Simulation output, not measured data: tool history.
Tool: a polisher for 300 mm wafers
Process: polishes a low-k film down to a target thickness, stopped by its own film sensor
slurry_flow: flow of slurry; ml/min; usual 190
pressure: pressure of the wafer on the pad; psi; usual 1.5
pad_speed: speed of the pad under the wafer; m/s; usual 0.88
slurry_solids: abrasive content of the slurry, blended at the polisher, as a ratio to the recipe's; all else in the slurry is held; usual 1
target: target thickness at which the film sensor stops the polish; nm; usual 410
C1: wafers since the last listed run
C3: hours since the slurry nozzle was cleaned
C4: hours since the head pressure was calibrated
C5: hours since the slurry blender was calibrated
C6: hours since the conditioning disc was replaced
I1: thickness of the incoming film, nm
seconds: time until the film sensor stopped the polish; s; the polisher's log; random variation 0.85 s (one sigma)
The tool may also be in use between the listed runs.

run 1 hour=0 | slurry_flow=190 pressure=1.2 pad_speed=0.88 slurry_solids=0.8 target=410 | C1=0 wafers_polished_on_this_pad=1770 C3=43 C4=492 C5=339 C6=120.1 | I1=433.6 | seconds=149
-- hour=36.1 worn pad replaced by a new one
run 2 hour=49.3 | slurry_flow=190 pressure=1.2 pad_speed=0.88 slurry_solids=0.8 target=410 | C1=469 wafers_polished_on_this_pad=136 C3=92.3 C4=541.3 C5=388.3 C6=169.4 | I1=433.7 | seconds=153.2
-- hour=76.1 slurry blender recalibrated
run 3 hour=107.9 | slurry_flow=190 pressure=1.5 pad_speed=0.88 slurry_solids=1.15 target=410 | C1=586 wafers_polished_on_this_pad=723 C3=150.9 C4=599.9 C5=31.8 C6=228 | I1=428.6 | seconds=82.3
-- hour=124.9 conditioning disc replaced and pad reconditioned
run 4 hour=139.8 | slurry_flow=190 pressure=1.5 pad_speed=0.88 slurry_solids=1.15 target=410 | C1=310 wafers_polished_on_this_pad=1033 C3=182.8 C4=631.8 C5=63.7 C6=14.9 | I1=431 | seconds=87.3
-- hour=178 slurry nozzle cleaned
-- hour=259.7 worn pad replaced by a new one
run 5 hour=260.2 | slurry_flow=190 pressure=1.5 pad_speed=0.88 slurry_solids=1.15 target=410 | C1=1196 wafers_polished_on_this_pad=5 C3=82.2 C4=752.2 C5=184.1 C6=135.3 | I1=429.1 | seconds=81.9
run 6 hour=299.5 | slurry_flow=190 pressure=1.5 pad_speed=0.88 slurry_solids=1 target=410 | C1=407 wafers_polished_on_this_pad=413 C3=121.5 C4=791.5 C5=223.4 C6=174.6 | I1=435.6 | seconds=118.7
run 7 hour=339.8 | slurry_flow=190 pressure=1.5 pad_speed=0.88 slurry_solids=1 target=410 | C1=417 wafers_polished_on_this_pad=830 C3=161.8 C4=831.8 C5=263.7 C6=214.9 | I1=430 | seconds=94.1
-- hour=355.4 conditioning disc replaced and pad reconditioned
run 8 hour=367.2 | slurry_flow=170 pressure=1.5 pad_speed=0.88 slurry_solids=1 target=410 | C1=263 wafers_polished_on_this_pad=1094 C3=189.2 C4=859.2 C5=291.1 C6=11.8 | I1=432.4 | seconds=99.1
-- hour=432.4 slurry nozzle cleaned
-- hour=463.9 worn pad replaced by a new one
-- hour=484.8 slurry blender recalibrated
run 9 hour=554.1 | slurry_flow=170 pressure=1.5 pad_speed=0.88 slurry_solids=1 target=410 | C1=1865 wafers_polished_on_this_pad=914 C3=121.7 C4=1046.1 C5=69.3 C6=198.7 | I1=437.2 | seconds=127.9
-- hour=582.1 conditioning disc replaced and pad reconditioned
run 10 hour=598.3 | slurry_flow=170 pressure=1.5 pad_speed=0.88 slurry_solids=1 target=410 | C1=437 wafers_polished_on_this_pad=1351 C3=165.9 C4=1090.3 C5=113.5 C6=16.2 | I1=428.6 | seconds=79.4
-- hour=634.7 slurry nozzle cleaned
run 11 hour=663.3 | slurry_flow=190 pressure=1.5 pad_speed=0.88 slurry_solids=1.2 target=415 | C1=663 wafers_polished_on_this_pad=2015 C3=28.6 C4=1155.3 C5=178.5 C6=81.2 | I1=435.5 | seconds=80.9
-- hour=686.5 worn pad replaced by a new one
run 12 hour=730.6 | slurry_flow=190 pressure=1.5 pad_speed=0.88 slurry_solids=1 target=410 | C1=656 wafers_polished_on_this_pad=457 C3=95.9 C4=1222.6 C5=245.8 C6=148.5 | I1=429.1 | seconds=86.1
-- hour=774.6 head pressure recalibrated
run 13 hour=785.3 | slurry_flow=190 pressure=1.5 pad_speed=0.88 slurry_solids=1 target=410 | C1=546 wafers_polished_on_this_pad=1003 C3=150.6 C4=10.7 C5=300.5 C6=203.2 | I1=435.8 | seconds=127
-- hour=794 conditioning disc replaced and pad reconditioned
run 14 hour=826.1 | slurry_flow=125 pressure=1.5 pad_speed=0.88 slurry_solids=1 target=404 | C1=402 wafers_polished_on_this_pad=1406 C3=191.4 C4=51.5 C5=341.3 C6=32.1 | I1=425.5 | seconds=106.7
-- hour=857.4 slurry nozzle cleaned
run 15 hour=878.3 | slurry_flow=190 pressure=1.5 pad_speed=0.88 slurry_solids=1 target=410 | C1=530 wafers_polished_on_this_pad=1937 C3=20.9 C4=103.7 C5=393.5 C6=84.3 | I1=428.6 | seconds=86.2
-- hour=891 slurry blender recalibrated
-- hour=929.8 worn pad replaced by a new one
run 16 hour=930.3 | slurry_flow=190 pressure=1.3 pad_speed=0.66 slurry_solids=1 target=414 | C1=477 wafers_polished_on_this_pad=4 C3=72.9 C4=155.7 C5=39.3 C6=136.3 | I1=421.9 | seconds=50.4
run 17 hour=990.3 | slurry_flow=190 pressure=1.5 pad_speed=1.16 slurry_solids=0.8 target=410 | C1=622 wafers_polished_on_this_pad=627 C3=132.9 C4=215.7 C5=99.3 C6=196.3 | I1=436.7 | seconds=125
-- hour=1017.4 conditioning disc replaced and pad reconditioned
run 18 hour=1045.3 | slurry_flow=145 pressure=1.3 pad_speed=0.88 slurry_solids=0.9 target=410 | C1=549 wafers_polished_on_this_pad=1176 C3=187.9 C4=270.7 C5=154.3 C6=27.9 | I1=433.6 | seconds=135.2
run 19 hour=1077.8 | slurry_flow=190 pressure=1.4 pad_speed=0.88 slurry_solids=1 target=410 | C1=337 wafers_polished_on_this_pad=1513 C3=220.4 C4=303.2 C5=186.8 C6=60.4 | I1=425.6 | seconds=74.7
-- hour=1095.5 slurry nozzle cleaned
run 20 hour=1105.4 | slurry_flow=190 pressure=1.5 pad_speed=0.88 slurry_solids=1 target=410 | C1=275 wafers_polished_on_this_pad=1789 C3=9.9 C4=330.8 C5=214.4 C6=88 | I1=429.8 | seconds=92
run 21 hour=1153.4 | slurry_flow=165 pressure=1.3 pad_speed=0.68 slurry_solids=1 target=413 | C1=497 wafers_polished_on_this_pad=2287 C3=57.9 C4=378.8 C5=262.4 C6=136 | I1=430.9 | seconds=112.4

Some steps in seconds between neighbouring runs. How much of each would the tool show without its hidden state too (settings, what came in, random variation), and how much is left for the hidden state, with any gauge scatter that isn't in both results?
The hidden state here: removal rate lost through wear of the pad, %; slurry flow missing at the pad, %; deviation of the head's pressure from its setpoint, %; abrasive missing from the slurry, %; time polished since the conditioner stopped cutting, s.
Run 2 -> 3: pressure 1.2 -> 1.5, slurry_solids 0.8 -> 1.15, slurry blender recalibrated. seconds -70.9 s: hidden state +0.7, all else -71.6.
Run 12 -> 13: head pressure recalibrated. seconds +40.9 s: hidden state +11.8, all else +29.1.
Run 16 -> 17: pressure 1.3 -> 1.5, pad_speed 0.66 -> 1.16, slurry_solids 1 -> 0.8, target 414 -> 410. seconds +74.6 s: hidden state +7.2, all else +67.4.
Run 17 -> 18: slurry_flow 190 -> 145, pressure 1.5 -> 1.3, pad_speed 1.16 -> 0.88, slurry_solids 0.8 -> 0.9, conditioning disc replaced and pad reconditioned. seconds +10.2 s: hidden state -8.8, all else +19.

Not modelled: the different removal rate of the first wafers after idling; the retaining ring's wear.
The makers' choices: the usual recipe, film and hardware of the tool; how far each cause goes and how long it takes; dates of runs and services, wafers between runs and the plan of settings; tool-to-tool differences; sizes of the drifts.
